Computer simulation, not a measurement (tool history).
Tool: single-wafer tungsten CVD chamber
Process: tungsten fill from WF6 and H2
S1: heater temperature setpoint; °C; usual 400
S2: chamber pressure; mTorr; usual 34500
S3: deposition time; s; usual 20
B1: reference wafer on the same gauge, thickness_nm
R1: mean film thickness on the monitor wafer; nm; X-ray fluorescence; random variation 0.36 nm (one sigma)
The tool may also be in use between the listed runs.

Run 1, hour 0: usual settings but S3 22.4 s; B1 58.198. Result: R1 76.954 nm.
Run 2, hour 17.8: usual settings but S3 22.4 s; B1 58.136. Result: R1 75.851 nm.
Run 3, hour 26.9: usual settings but S3 22.4 s; B1 58.348. Result: R1 76.351 nm.
At hour 34.9: showerhead replaced.
At hour 45.9: capacitance manometer re-zeroed and calibrated.
Run 4, hour 46.4: usual settings; B1 58.335. Result: R1 68.042 nm.
Run 5, hour 53.9: usual settings; B1 58.282. Result: R1 68.456 nm.
Run 6, hour 67.2: usual settings; B1 58.255. Result: R1 68.567 nm.
Run 7, hour 79.4: usual settings but S1 405 °C; B1 58.298. Result: R1 75.379 nm.
At hour 95.3: thermocouple changed; heater temperature recalibrated.
Run 8, hour 95.8: usual settings but S3 21.9 s; B1 58.126. Result: R1 79.362 nm.
Run 9, hour 99.4: usual settings but S3 21.9 s; B1 58.079. Result: R1 79.591 nm.
Run 10, hour 110.1: usual settings; B1 58.229. Result: R1 72.392 nm.
Run 11, hour 125.2: usual settings; B1 58.192. Result: R1 72.964 nm.
Run 12, hour 131.7: usual settings but S2 26100 mTorr, S3 16.4 s; B1 58.203. Result: R1 54.657 nm.
Run 13, hour 149: usual settings but S1 412 °C, S2 41900 mTorr, S3 23.1 s; B1 58.2. Result: R1 112.191 nm.
Run 14, hour 156.2: usual settings but S3 18.5 s; B1 58.171. Result: R1 68.401 nm.
Run 15, hour 171.4: usual settings but S1 413 °C, S2 40500 mTorr; B1 58.288. Result: R1 98.086 nm.
At hour 185.4: thermocouple changed; heater temperature recalibrated, repeated, since the last time left the tool worse.
Run 16, hour 185.9: usual settings; B1 58.234. Result: R1 63.845 nm.
Run 17, hour 201.3: usual settings but S1 405 °C; B1 58.014. Result: R1 69.745 nm.
Run 18, hour 212.4: usual settings but S1 393 °C, S2 40600 mTorr, S3 21.2 s; B1 58.176. Result: R1 61.056 nm.
Run 19, hour 226.3: usual settings but S1 390 °C; B1 58.191. Result: R1 50.836 nm.
Run 20, hour 243.6: usual settings but S3 17.8 s; B1 58.126. Result: R1 55.915 nm.
Run 21, hour 261.1: usual settings; B1 58.19. Result: R1 63.019 nm.
At hour 286: gauge calibrated.
Run 22, hour 303.8: usual settings but S2 30000 mTorr; B1 58.245. Result: R1 60.039 nm.
Run 23, hour 312.8: usual settings but S1 414 °C; B1 58.073. Result: R1 83.35 nm.
Run 24, hour 318.9: usual settings but S2 26900 mTorr, S3 18.6 s; B1 58.36. Result: R1 53.936 nm.
Run 25, hour 327.9: usual settings but S2 26100 mTorr; B1 58.177. Result: R1 57.973 nm.
Run 26, hour 345.1: usual settings; B1 58.245. Result: R1 63.78 nm.
Run 27, hour 359.7: usual settings but S1 393 °C; B1 58.156. Result: R1 55.156 nm.
Run 28, hour 374.4: usual settings but S3 18.7 s; B1 58.21. Result: R1 59.256 nm.
Run 29, hour 384.9: usual settings but S1 407 °C; B1 58.31. Result: R1 72.531 nm.
Run 30, hour 399.7: usual settings but S1 392 °C, S2 30600 mTorr, S3 16.4 s; B1 58.435. Result: R1 42.12 nm.
Run 31, hour 412.2: usual settings; B1 58.412. Result: R1 62.986 nm.
Run 32, hour 424: usual settings but S3 22.9 s; B1 58.211. Result: R1 72.873 nm.
Run 33, hour 431.8: usual settings but S1 412 °C, S2 42200 mTorr, S3 21.3 s; B1 58.215. Result: R1 91.36 nm.
Run 34, hour 443.4: usual settings but S1 396 °C, S3 16.8 s; B1 58.033. Result: R1 49.202 nm.

4 ways to go on from here, each from the tool as it stands after run 34. What would each give?
Run A, hour 443.8: usual settings but S3 18.4 s; B1 ?. Result: R1 ?.
Run B, hour 443.8: usual settings but S2 30400 mTorr, S3 21.3 s; B1 ?. Result: R1 ?.
Run C, hour 443.8: usual settings but S1 412 °C, S2 30700 mTorr, S3 16.6 s; B1 ?. Result: R1 ?.
Run D, hour 443.8: usual settings but S1 391 °C; B1 ?. Result: R1 ?.

run      B1      R1
  A  58.411   58.64
  B  58.411  65.101
  C  58.411   64.26
  D  58.411  52.634
Without the tool's hidden state the same runs would have given:
run      R1
  A  57.571
  B  63.914
  C  63.197
  D  51.602

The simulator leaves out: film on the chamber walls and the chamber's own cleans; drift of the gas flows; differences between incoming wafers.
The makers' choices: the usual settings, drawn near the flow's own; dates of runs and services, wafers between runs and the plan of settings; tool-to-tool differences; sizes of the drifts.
